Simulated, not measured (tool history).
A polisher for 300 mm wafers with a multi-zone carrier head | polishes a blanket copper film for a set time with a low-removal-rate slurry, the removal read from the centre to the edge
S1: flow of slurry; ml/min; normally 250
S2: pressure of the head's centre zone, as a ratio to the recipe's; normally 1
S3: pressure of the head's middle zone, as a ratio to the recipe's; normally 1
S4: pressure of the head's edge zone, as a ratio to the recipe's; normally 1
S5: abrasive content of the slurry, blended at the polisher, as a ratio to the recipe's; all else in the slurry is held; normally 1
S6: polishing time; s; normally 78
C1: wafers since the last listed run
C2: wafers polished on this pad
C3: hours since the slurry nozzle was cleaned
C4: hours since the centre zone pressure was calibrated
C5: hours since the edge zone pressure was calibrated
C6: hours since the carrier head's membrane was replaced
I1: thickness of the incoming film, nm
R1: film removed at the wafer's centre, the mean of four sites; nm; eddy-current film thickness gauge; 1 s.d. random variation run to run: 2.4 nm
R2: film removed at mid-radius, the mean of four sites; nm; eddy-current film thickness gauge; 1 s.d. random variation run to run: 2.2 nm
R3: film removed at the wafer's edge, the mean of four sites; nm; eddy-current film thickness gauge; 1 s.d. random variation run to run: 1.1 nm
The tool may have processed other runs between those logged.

| run | hour | S1 | S2 | S3 | S4 | S5 | S6 | C1 | C2 | C3 | C4 | C5 | C6 | I1 | R1 | R2 | R3 |
|---|---|---|---|---|---|---|---|---|---|---|---|---|---|---|---|---|---|
| 1 | 0 | 250 | 1 | 0.91 | 1 | 1 | 78 | 0 | 1285 | 202.8 | 182.2 | 897.7 | 791.5 | 1480.1 | 175.3 | 165 | 176.3 |
|  | 39 | worn pad replaced by a new one |
| 2 | 48.9 | 250 | 1 | 0.91 | 1 | 1 | 78 | 255 | 56 | 251.7 | 231.1 | 946.6 | 840.4 | 1491.5 | 177.2 | 166.1 | 176 |
| 3 | 100.6 | 250 | 1 | 1 | 1 | 1 | 78 | 293 | 349 | 303.4 | 282.8 | 998.3 | 892.1 | 1505.4 | 170.9 | 176.8 | 176.7 |
| 4 | 150 | 250 | 1 | 1 | 0.91 | 1 | 78 | 280 | 630 | 352.8 | 332.2 | 1047.7 | 941.5 | 1481.9 | 174.9 | 180.1 | 168.4 |
| 5 | 204.7 | 250 | 1 | 1 | 0.91 | 1 | 78 | 310 | 941 | 407.5 | 386.9 | 1102.4 | 996.2 | 1469.5 | 172 | 176.5 | 167.5 |
| 6 | 258.5 | 225 | 1 | 1 | 1 | 1 | 78 | 305 | 1247 | 461.3 | 440.7 | 1156.2 | 1050 | 1496.9 | 162.8 | 176.8 | 174.3 |
|  | 285.4 | worn pad replaced by a new one |
| 7 | 294.8 | 225 | 1 | 1 | 1 | 1 | 78 | 183 | 53 | 497.6 | 477 | 1192.5 | 1086.3 | 1512.6 | 170.6 | 177.3 | 174.1 |
| 8 | 348.4 | 225 | 1 | 1 | 1 | 1 | 78 | 304 | 357 | 551.2 | 530.6 | 1246.1 | 1139.9 | 1500 | 169.3 | 177.6 | 175.1 |
|  | 368.8 | slurry nozzle cleaned |
| 9 | 383.4 | 250 | 1 | 1 | 0.91 | 1 | 78 | 193 | 551 | 14.6 | 565.6 | 1281.1 | 1174.9 | 1488.7 | 165 | 178.3 | 167.8 |
|  | 424.6 | edge zone pressure recalibrated |
| 10 | 450.1 | 250 | 1 | 1 | 0.88 | 1 | 92 | 367 | 918 | 81.3 | 632.3 | 25.5 | 1241.6 | 1509.7 | 195.3 | 209.9 | 197 |
| 11 | 499.8 | 250 | 0.91 | 1 | 0.95 | 1 | 78 | 282 | 1201 | 131 | 682 | 75.2 | 1291.3 | 1486.7 | 145 | 180.4 | 172.4 |
|  | 517.7 | carrier head's membrane replaced by a new one |
| 12 | 532 | 250 | 1 | 1 | 1 | 0.85 | 78 | 154 | 1355 | 163.2 | 714.2 | 107.4 | 14.3 | 1511.1 | 158.1 | 171.6 | 170.2 |
|  | 544.9 | worn pad replaced by a new one |
| 13 | 558.8 | 250 | 1 | 1 | 1 | 0.85 | 78 | 129 | 78 | 190 | 741 | 134.2 | 41.1 | 1529 | 155.2 | 172.5 | 170.7 |
|  | 566.1 | centre zone pressure recalibrated |
| 14 | 600.6 | 295 | 1.06 | 1 | 0.9 | 1 | 78 | 226 | 305 | 231.8 | 34.5 | 176 | 82.9 | 1516.2 | 193.1 | 179.9 | 169 |
| 15 | 654.7 | 250 | 1 | 1 | 1 | 1 | 78 | 307 | 612 | 285.9 | 88.6 | 230.1 | 137 | 1520.3 | 178.8 | 176.1 | 176.7 |
| 16 | 721.3 | 250 | 0.94 | 1 | 1 | 1 | 78 | 378 | 990 | 352.5 | 155.2 | 296.7 | 203.6 | 1517.1 | 170.4 | 179.3 | 176.6 |

Branching from run 16: 3 alternative next runs. What would each branch give?
| A | 721.7 | 185 | 1 | 1 | 1 | 1 | 78 | 2 | 993 | 352.9 | 155.6 | 297.1 | 204 | 1501.6 | ? | ? | ? |
| B | 721.7 | 325 | 1 | 1 | 0.97 | 1 | 78 | 2 | 993 | 352.9 | 155.6 | 297.1 | 204 | 1501.6 | ? | ? | ? |
| C | 721.7 | 250 | 1.11 | 1.08 | 1 | 1 | 78 | 2 | 993 | 352.9 | 155.6 | 297.1 | 204 | 1501.6 | ? | ? | ? |

| run | R1 | R2 | R3 |
|---|---|---|---|
| A | 172.7 | 173.4 | 171.9 |
| B | 180.4 | 180.3 | 174.4 |
| C | 196.6 | 188.9 | 174.4 |
Stripped of hidden state, with their random variation kept, the same runs would have yielded:
| run | R1 | R2 | R3 |
|---|---|---|---|
| A | 172.1 | 173.4 | 171.9 |
| B | 179.7 | 180.3 | 174.4 |
| C | 195.9 | 188.9 | 174.4 |

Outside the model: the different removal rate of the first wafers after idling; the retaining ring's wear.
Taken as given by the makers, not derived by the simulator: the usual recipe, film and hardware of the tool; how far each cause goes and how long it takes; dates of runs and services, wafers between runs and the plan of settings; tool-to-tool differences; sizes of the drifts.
